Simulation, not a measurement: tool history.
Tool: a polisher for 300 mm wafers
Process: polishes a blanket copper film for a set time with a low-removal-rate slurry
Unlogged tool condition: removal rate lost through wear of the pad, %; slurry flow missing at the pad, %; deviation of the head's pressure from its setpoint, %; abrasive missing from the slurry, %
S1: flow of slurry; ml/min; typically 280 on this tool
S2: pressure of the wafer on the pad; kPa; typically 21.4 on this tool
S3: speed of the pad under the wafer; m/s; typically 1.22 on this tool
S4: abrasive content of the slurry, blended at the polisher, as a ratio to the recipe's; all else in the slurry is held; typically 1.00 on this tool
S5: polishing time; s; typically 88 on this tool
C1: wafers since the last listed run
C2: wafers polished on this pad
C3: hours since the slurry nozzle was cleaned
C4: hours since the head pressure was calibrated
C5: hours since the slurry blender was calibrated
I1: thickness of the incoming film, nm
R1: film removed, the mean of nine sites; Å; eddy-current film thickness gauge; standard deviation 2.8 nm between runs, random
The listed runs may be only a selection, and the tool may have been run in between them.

| run | hour | S1 | S2 | S3 | S4 | S5 | C1 | C2 | C3 | C4 | C5 | I1 | R1 |
|---|---|---|---|---|---|---|---|---|---|---|---|---|---|
| 1 | 0.0 | 280 | 21.4 | 1.22 | 1.00 | 88 | 0 | 309 | 652.0 | 344.8 | 120.3 | 1396.0 | 3301 |
|  | 31.4 | worn pad replaced by a new one |
| 2 | 43.3 | 280 | 21.4 | 1.22 | 1.00 | 88 | 362 | 109 | 695.3 | 388.1 | 163.6 | 1404.6 | 3262 |
| 3 | 64.4 | 280 | 21.4 | 1.22 | 1.00 | 88 | 194 | 303 | 716.4 | 409.2 | 184.7 | 1383.3 | 3284 |
| 4 | 76.8 | 280 | 21.4 | 1.22 | 1.00 | 88 | 114 | 417 | 728.8 | 421.6 | 197.1 | 1408.2 | 3299 |
| 5 | 83.2 | 335 | 21.4 | 1.22 | 1.00 | 88 | 58 | 476 | 735.2 | 428.0 | 203.5 | 1413.1 | 3370 |
| 6 | 91.0 | 335 | 21.4 | 1.22 | 1.00 | 88 | 71 | 548 | 743.0 | 435.8 | 211.3 | 1400.6 | 3351 |
|  | 97.4 | worn pad replaced by a new one |
| 7 | 104.3 | 335 | 21.4 | 1.22 | 1.00 | 88 | 85 | 63 | 756.3 | 449.1 | 224.6 | 1383.2 | 3383 |
| 8 | 113.0 | 280 | 21.4 | 1.22 | 1.00 | 88 | 80 | 144 | 765.0 | 457.8 | 233.3 | 1399.0 | 3302 |
|  | 117.1 | slurry nozzle cleaned |
| 9 | 122.2 | 280 | 21.4 | 1.22 | 1.00 | 88 | 75 | 219 | 5.1 | 467.0 | 242.5 | 1398.5 | 3160 |
|  | 125.6 | head pressure recalibrated |
| 10 | 135.2 | 280 | 21.4 | 1.22 | 1.00 | 88 | 101 | 320 | 18.1 | 9.6 | 255.5 | 1386.1 | 3154 |
| 11 | 146.4 | 280 | 21.4 | 1.22 | 1.00 | 88 | 103 | 424 | 29.3 | 20.8 | 266.7 | 1416.9 | 3069 |
|  | 155.6 | worn pad replaced by a new one |
| 12 | 158.3 | 280 | 21.4 | 1.06 | 1.15 | 88 | 72 | 24 | 41.2 | 32.7 | 278.6 | 1404.3 | 2862 |
| 13 | 171.7 | 280 | 16.5 | 1.22 | 0.70 | 88 | 123 | 148 | 54.6 | 46.1 | 292.0 | 1390.2 | 2061 |
| 14 | 178.0 | 280 | 28.3 | 1.22 | 1.00 | 88 | 58 | 206 | 60.9 | 52.4 | 298.3 | 1392.1 | 4044 |
|  | 181.2 | slurry nozzle cleaned, repeated, since the last time left the tool worse |
| 15 | 190.8 | 280 | 21.4 | 1.22 | 1.00 | 88 | 108 | 314 | 9.6 | 65.2 | 311.1 | 1408.7 | 3444 |
|  | 201.7 | slurry blender recalibrated |
|  | 222.9 | worn pad replaced by a new one |
| 16 | 243.5 | 280 | 21.4 | 1.22 | 1.00 | 88 | 430 | 189 | 62.3 | 117.9 | 41.8 | 1374.3 | 3452 |
| 17 | 251.5 | 280 | 21.4 | 1.22 | 1.00 | 97 | 73 | 263 | 70.3 | 125.9 | 49.8 | 1406.5 | 3749 |
| 18 | 257.9 | 190 | 21.4 | 1.50 | 1.00 | 88 | 58 | 322 | 76.7 | 132.3 | 56.2 | 1384.5 | 3997 |
| 19 | 275.3 | 195 | 15.2 | 1.22 | 1.00 | 88 | 160 | 482 | 94.1 | 149.7 | 73.6 | 1398.8 | 2321 |
|  | 284.0 | worn pad replaced by a new one |
| 20 | 289.1 | 230 | 21.4 | 1.48 | 1.00 | 72 | 90 | 47 | 107.9 | 163.5 | 87.4 | 1403.5 | 3314 |
| 21 | 303.0 | 280 | 21.4 | 1.22 | 1.00 | 88 | 128 | 175 | 121.8 | 177.4 | 101.3 | 1398.9 | 3382 |

For run 22, what comes out?
| 22 | 316.4 | 280 | 21.4 | 1.22 | 1.00 | 88 | 123 | 298 | 135.2 | 190.8 | 114.7 | 1380.0 | ? |

For run 22 the tool returned R1 3361 Å.
On a tool with no hidden condition, and with the same random variation, this run would have come out at R1 3411 Å.
